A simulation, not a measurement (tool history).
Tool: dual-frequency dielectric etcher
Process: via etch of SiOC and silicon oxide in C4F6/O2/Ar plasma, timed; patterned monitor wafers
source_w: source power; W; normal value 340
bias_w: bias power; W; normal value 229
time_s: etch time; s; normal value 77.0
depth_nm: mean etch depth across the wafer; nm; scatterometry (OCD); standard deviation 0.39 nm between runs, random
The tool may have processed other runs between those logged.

| run | hour | source_w | bias_w | time_s | read-back reference wafer on the same gauge, depth_nm | depth_nm |
|---|---|---|---|---|---|---|
| 1 | 0.0 | 340 | 229 | 77.0 | 79.9 | 90.0 |
| 2 | 56.3 | 340 | 229 | 77.0 | 79.8 | 89.7 |
| 3 | 111.3 | 340 | 229 | 77.0 | 80.0 | 89.3 |
| 4 | 166.7 | 340 | 200 | 77.0 | 79.8 | 84.5 |
| 5 | 190.8 | 340 | 229 | 77.0 | 79.8 | 88.2 |
| 6 | 240.3 | 340 | 229 | 77.0 | 80.0 | 88.2 |
| 7 | 269.4 | 340 | 229 | 77.0 | 80.0 | 87.5 |
|  | 375.2 | wet clean of the chamber |
| 8 | 455.3 | 340 | 229 | 77.0 | 79.9 | 90.4 |
| 9 | 502.4 | 340 | 229 | 77.0 | 79.8 | 89.8 |
| 10 | 548.5 | 340 | 229 | 77.0 | 79.9 | 90.1 |
| 11 | 585.2 | 340 | 229 | 77.0 | 79.8 | 89.5 |
| 12 | 629.6 | 340 | 229 | 77.0 | 79.9 | 89.3 |
| 13 | 660.6 | 420 | 195 | 60.0 | 79.9 | 68.2 |
| 14 | 694.4 | 340 | 229 | 77.0 | 79.9 | 89.0 |
| 15 | 755.6 | 340 | 229 | 77.0 | 79.9 | 88.7 |
| 16 | 789.0 | 340 | 229 | 65.5 | 79.7 | 75.3 |
| 17 | 813.5 | 340 | 229 | 77.0 | 80.1 | 88.4 |
|  | 877.0 | gauge calibrated |
| 18 | 877.4 | 270 | 251 | 54.5 | 79.9 | 61.5 |
| 19 | 947.0 | 340 | 266 | 87.5 | 79.9 | 104.4 |
|  | 991.3 | bias power generator calibrated |
| 20 | 991.8 | 280 | 254 | 93.5 | 79.8 | 106.1 |
|  | 1027.4 | wet clean of the chamber |
|  | 1048.6 | upper electrode replaced |
| 21 | 1049.1 | 340 | 229 | 77.0 | 79.8 | 90.0 |
| 22 | 1052.6 | 340 | 201 | 100.0 | 79.9 | 111.7 |
|  | 1058.7 | source power generator calibrated |
| 23 | 1082.5 | 340 | 229 | 77.0 | 79.9 | 89.2 |
| 24 | 1130.4 | 320 | 185 | 99.5 | 79.9 | 106.2 |
| 25 | 1154.9 | 340 | 229 | 77.0 | 79.9 | 89.7 |
| 26 | 1197.9 | 360 | 185 | 67.0 | 79.8 | 73.1 |
| 27 | 1252.0 | 380 | 247 | 77.0 | 80.0 | 93.3 |
| 28 | 1297.9 | 340 | 229 | 59.5 | 79.9 | 68.6 |
| 29 | 1335.6 | 370 | 229 | 85.5 | 79.8 | 100.3 |
| 30 | 1389.8 | 340 | 229 | 85.5 | 79.9 | 97.9 |
| 31 | 1437.4 | 340 | 229 | 77.0 | 79.9 | 87.3 |

For each run, the measured value with the value that run would have given without the tool's hidden condition subtracted. The run-to-run variation is shared by both, the gauge scatter possibly not:
Unlogged tool condition in this case: etch rate over this chamber's usual, %; source power that arrives over what is set, %; bias power that arrives over what is set, %; gauge reads high (%).
| run | depth_nm |
|---|---|
| 1 | -1.2 |
| 2 | -1.4 |
| 3 | -1.7 |
| 4 | -1.9 |
| 5 | -2.1 |
| 6 | -2.3 |
| 7 | -2.4 |
| 8 | -0.9 |
| 9 | -1.2 |
| 10 | -1.4 |
| 11 | -1.6 |
| 12 | -1.7 |
| 13 | -1.5 |
| 14 | -2.1 |
| 15 | -2.4 |
| 16 | -2.1 |
| 17 | -2.7 |
| 18 | -2.1 |
| 19 | -4.0 |
| 20 | -4.2 |
| 21 | -0.6 |
| 22 | -0.8 |
| 23 | -0.8 |
| 24 | -1.1 |
| 25 | -1.2 |
| 26 | -1.0 |
| 27 | -1.7 |
| 28 | -1.4 |
| 29 | -2.2 |
| 30 | -2.5 |
| 31 | -2.4 |
